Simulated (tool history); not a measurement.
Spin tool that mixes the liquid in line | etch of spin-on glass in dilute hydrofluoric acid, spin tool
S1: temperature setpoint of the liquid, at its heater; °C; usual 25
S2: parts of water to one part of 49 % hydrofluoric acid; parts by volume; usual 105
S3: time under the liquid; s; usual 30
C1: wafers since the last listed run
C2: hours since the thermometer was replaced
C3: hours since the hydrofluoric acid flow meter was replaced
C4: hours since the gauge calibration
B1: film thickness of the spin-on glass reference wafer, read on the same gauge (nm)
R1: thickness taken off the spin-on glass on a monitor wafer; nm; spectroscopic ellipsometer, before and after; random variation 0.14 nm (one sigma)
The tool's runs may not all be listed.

| run | hour | S1 | S2 | S3 | C1 | C2 | C3 | C4 | B1 | R1 |
|---|---|---|---|---|---|---|---|---|---|---|
| 1 | 0 | 25 | 65 | 30 | 0 | 2028.5 | 981.7 | 687.7 | 29.98 | 32.37 |
| 2 | 79.4 | 25 | 85 | 30 | 908 | 2107.9 | 1061.1 | 767.1 | 29.99 | 24.13 |
| 3 | 156.9 | 25 | 105 | 30 | 887 | 2185.4 | 1138.6 | 844.6 | 30.01 | 19.16 |
| 4 | 214.1 | 25 | 105 | 30 | 654 | 2242.6 | 1195.8 | 901.8 | 30 | 19.07 |
| 5 | 278.7 | 25 | 105 | 15 | 739 | 2307.2 | 1260.4 | 966.4 | 30 | 9.54 |
| 6 | 325.8 | 25 | 105 | 15 | 539 | 2354.3 | 1307.5 | 1013.5 | 30 | 9.45 |
|  | 422.8 | thermometer replaced |
| 7 | 423.3 | 25 | 105 | 15 | 1104 | 0.5 | 1405 | 1111 | 29.99 | 10.58 |
| 8 | 484.8 | 23 | 105 | 40 | 704 | 62 | 1466.5 | 1172.5 | 29.97 | 26.11 |
| 9 | 533.3 | 21.5 | 105 | 30 | 555 | 110.5 | 1515 | 1221 | 29.98 | 18.28 |
| 10 | 608.7 | 26.5 | 130 | 25 | 863 | 185.9 | 1590.4 | 1296.4 | 30 | 14.57 |
| 11 | 708 | 26.5 | 130 | 25 | 1136 | 285.2 | 1689.7 | 1395.7 | 30.01 | 14.54 |
|  | 715.8 | gauge calibrated |
|  | 725.5 | hydrofluoric acid flow meter replaced |
| 12 | 920.8 | 29.5 | 140 | 50 | 2424 | 498 | 195.3 | 205 | 30 | 29.49 |
| 13 | 969.7 | 25 | 105 | 20 | 559 | 546.9 | 244.2 | 253.9 | 29.99 | 13.75 |
| 14 | 1018.1 | 25 | 70 | 40 | 554 | 595.3 | 292.6 | 302.3 | 30.01 | 43.09 |
| 15 | 1093.9 | 23.5 | 105 | 35 | 867 | 671.1 | 368.4 | 378.1 | 30 | 22.81 |
| 16 | 1190.4 | 30 | 125 | 30 | 1104 | 767.6 | 464.9 | 474.6 | 30 | 20.16 |
| 17 | 1227.2 | 25 | 155 | 15 | 421 | 804.4 | 501.7 | 511.4 | 30 | 6.44 |
| 18 | 1277.8 | 21.5 | 90 | 45 | 579 | 855 | 552.3 | 562 | 29.99 | 31.55 |
| 19 | 1384.2 | 25 | 105 | 30 | 1218 | 961.4 | 658.7 | 668.4 | 30.02 | 20.12 |

3 ways to go on from here, each from the tool as it stands after run 19. What would each give?
| A | 1384.6 | 25 | 105 | 30 | 4 | 961.8 | 659.1 | 668.8 | ? | ? |
| B | 1384.6 | 25 | 55 | 30 | 4 | 961.8 | 659.1 | 668.8 | ? | ? |
| C | 1384.6 | 25 | 105 | 50 | 4 | 961.8 | 659.1 | 668.8 | ? | ? |

| run | B1 | R1 |
|---|---|---|
| A | 30 | 20.23 |
| B | 30 | 41.14 |
| C | 30 | 33.71 |
Without the tool's hidden state the same runs would have given:
| run | R1 |
|---|---|
| A | 21.11 |
| B | 42.99 |
| C | 35.18 |

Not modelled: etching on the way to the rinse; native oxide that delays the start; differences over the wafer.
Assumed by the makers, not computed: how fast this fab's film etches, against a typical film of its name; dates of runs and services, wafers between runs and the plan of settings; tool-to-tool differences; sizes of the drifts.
